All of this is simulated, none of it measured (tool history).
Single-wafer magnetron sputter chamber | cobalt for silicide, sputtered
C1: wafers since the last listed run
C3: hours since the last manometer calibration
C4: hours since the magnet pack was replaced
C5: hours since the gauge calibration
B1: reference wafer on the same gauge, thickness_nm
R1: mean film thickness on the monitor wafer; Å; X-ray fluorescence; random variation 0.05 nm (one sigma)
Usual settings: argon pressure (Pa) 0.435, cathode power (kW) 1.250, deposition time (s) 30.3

Run 1, hour 0.0: usual settings but cathode power (kW) 1.450; C1 0; wafers on the sputter target 8820; C3 744.9; C4 7357.3; C5 786.1; B1 15.117. Result: R1 186.43 Å.
At hour 44.3: sputter target and shields replaced.
Run 2, hour 73.3: usual settings but cathode power (kW) 1.450; C1 1847; wafers on the sputter target 821; C3 818.2; C4 7430.6; C5 859.4; B1 15.110. Result: R1 191.13 Å.
Run 3, hour 123.2: usual settings; C1 1411; wafers on the sputter target 2233; C3 868.1; C4 7480.5; C5 909.3; B1 15.098. Result: R1 162.84 Å.
Run 4, hour 206.9: usual settings; C1 2367; wafers on the sputter target 4601; C3 951.8; C4 7564.2; C5 993.0; B1 15.100. Result: R1 162.28 Å.
Run 5, hour 307.2: usual settings; C1 2837; wafers on the sputter target 7438; C3 1052.1; C4 7664.5; C5 1093.3; B1 15.105. Result: R1 161.33 Å.
At hour 358.1: gauge calibrated.
Run 6, hour 378.1: usual settings; C1 2005; wafers on the sputter target 9444; C3 1123.0; C4 7735.4; C5 20.0; B1 15.094. Result: R1 159.80 Å.
At hour 470.6: sputter target and shields replaced.
Run 7, hour 483.0: usual settings; C1 2741; wafers on the sputter target 351; C3 1227.9; C4 7840.3; C5 124.9; B1 15.094. Result: R1 165.60 Å.
Run 8, hour 540.4: usual settings but cathode power (kW) 1.450, deposition time (s) 27.0; C1 1623; wafers on the sputter target 1975; C3 1285.3; C4 7897.7; C5 182.3; B1 15.101. Result: R1 170.40 Å.
Run 9, hour 588.9: usual settings but cathode power (kW) 1.450, deposition time (s) 27.0; C1 1372; wafers on the sputter target 3347; C3 1333.8; C4 7946.2; C5 230.8; B1 15.106. Result: R1 169.09 Å.
Run 10, hour 633.4: usual settings but cathode power (kW) 1.450, deposition time (s) 27.0; C1 1258; wafers on the sputter target 4606; C3 1378.3; C4 7990.7; C5 275.3; B1 15.104. Result: R1 168.61 Å.
Run 11, hour 690.0: usual settings but cathode power (kW) 1.000; C1 1601; wafers on the sputter target 6207; C3 1434.9; C4 8047.3; C5 331.9; B1 15.096. Result: R1 129.83 Å.
Run 12, hour 795.4: usual settings but cathode power (kW) 1.000; C1 2981; wafers on the sputter target 9189; C3 1540.3; C4 8152.7; C5 437.3; B1 15.108. Result: R1 128.08 Å.
At hour 876.4: sputter target and shields replaced.
Run 13, hour 902.3: usual settings but cathode power (kW) 1.000; C1 2797; wafers on the sputter target 731; C3 1647.2; C4 8259.6; C5 544.2; B1 15.117. Result: R1 132.65 Å.
Run 14, hour 960.7: usual settings but cathode power (kW) 1.150, deposition time (s) 32.9; C1 1652; wafers on the sputter target 2384; C3 1705.6; C4 8318.0; C5 602.6; B1 15.112. Result: R1 165.50 Å.
Run 15, hour 999.8: usual settings but argon pressure (Pa) 0.580, cathode power (kW) 1.100; C1 1106; wafers on the sputter target 3490; C3 1744.7; C4 8357.1; C5 641.7; B1 15.108. Result: R1 136.54 Å.
At hour 1043.7: capacitance manometer re-zeroed and calibrated.
Run 16, hour 1044.2: usual settings but argon pressure (Pa) 0.579, cathode power (kW) 1.500; C1 1029; wafers on the sputter target 4519; C3 0.5; C4 8401.5; C5 686.1; B1 15.093. Result: R1 186.68 Å.
Run 17, hour 1116.3: usual settings but argon pressure (Pa) 0.488, cathode power (kW) 0.950, deposition time (s) 25.8; C1 2039; wafers on the sputter target 6559; C3 72.6; C4 8473.6; C5 758.2; B1 15.096. Result: R1 102.72 Å.
Run 18, hour 1171.9: usual settings; C1 1572; wafers on the sputter target 8132; C3 128.2; C4 8529.2; C5 813.8; B1 15.090. Result: R1 161.33 Å.
At hour 1228.0: sputter target and shields replaced.
Run 19, hour 1242.1: usual settings but argon pressure (Pa) 0.366, cathode power (kW) 1.500, deposition time (s) 34.5; C1 1759; wafers on the sputter target 399; C3 198.4; C4 8599.4; C5 884.0; B1 15.103. Result: R1 230.97 Å.
Run 20, hour 1312.6: usual settings; C1 1994; wafers on the sputter target 2394; C3 268.9; C4 8669.9; C5 954.5; B1 15.101. Result: R1 163.43 Å.
At hour 1320.3: gauge calibrated.
Run 21, hour 1374.2: usual settings but cathode power (kW) 1.100, deposition time (s) 34.2; C1 1742; wafers on the sputter target 4136; C3 330.5; C4 8731.5; C5 53.9; B1 15.077. Result: R1 162.30 Å.
At hour 1401.7: magnet pack replaced.
Run 22, hour 1437.5: usual settings but argon pressure (Pa) 0.389, cathode power (kW) 1.100, deposition time (s) 33.9; C1 1564; wafers on the sputter target 5701; C3 393.8; C4 35.8; C5 117.2; B1 15.103. Result: R1 162.18 Å.
Run 23, hour 1524.6: usual settings but cathode power (kW) 1.500, deposition time (s) 26.0; C1 2464; wafers on the sputter target 8165; C3 480.9; C4 122.9; C5 204.3; B1 15.077. Result: R1 165.15 Å.
At hour 1592.4: sputter target and shields replaced.
Run 24, hour 1612.6: usual settings but cathode power (kW) 0.950, deposition time (s) 36.3; C1 2263; wafers on the sputter target 570; C3 568.9; C4 210.9; C5 292.3; B1 15.123. Result: R1 149.97 Å.
Run 25, hour 1688.8: usual settings but argon pressure (Pa) 0.531, cathode power (kW) 1.450, deposition time (s) 25.3; C1 2155; wafers on the sputter target 2726; C3 645.1; C4 287.1; C5 368.5; B1 15.090. Result: R1 153.44 Å.
Run 26, hour 1892.7: usual settings; C1 5768; wafers on the sputter target 8494; C3 849.0; C4 491.0; C5 572.4; B1 15.101. Result: R1 160.13 Å.

Pick out some run-to-run changes in R1. Of each, how much would a tool without hidden state show as well, from the settings, what came in and chance, and how much is left for the hidden state and any gauge scatter not in both results compared?
Hidden conditions of the tool in this case: deposition rate above that of a new target (%); true argon pressure above the setpoint (%); gauge reads high (%).
Run 6 -> 7: sputter target and shields replaced. R1 +5.80 Å: hidden state +6.01, all else -0.21.
Run 16 -> 17: argon pressure (Pa) 0.579 -> 0.488, cathode power (kW) 1.500 -> 0.950, deposition time (s) 30.3 -> 25.8. R1 -83.96 Å: hidden state +0.76, all else -84.72.
Run 18 -> 19: argon pressure (Pa) 0.435 -> 0.366, cathode power (kW) 1.250 -> 1.500, deposition time (s) 30.3 -> 34.5, sputter target and shields replaced. R1 +69.64 Å: hidden state +4.11, all else +65.53.
Run 23 -> 24: cathode power (kW) 1.500 -> 0.950, deposition time (s) 26.0 -> 36.3, sputter target and shields replaced. R1 -15.18 Å: hidden state +4.75, all else -19.93.

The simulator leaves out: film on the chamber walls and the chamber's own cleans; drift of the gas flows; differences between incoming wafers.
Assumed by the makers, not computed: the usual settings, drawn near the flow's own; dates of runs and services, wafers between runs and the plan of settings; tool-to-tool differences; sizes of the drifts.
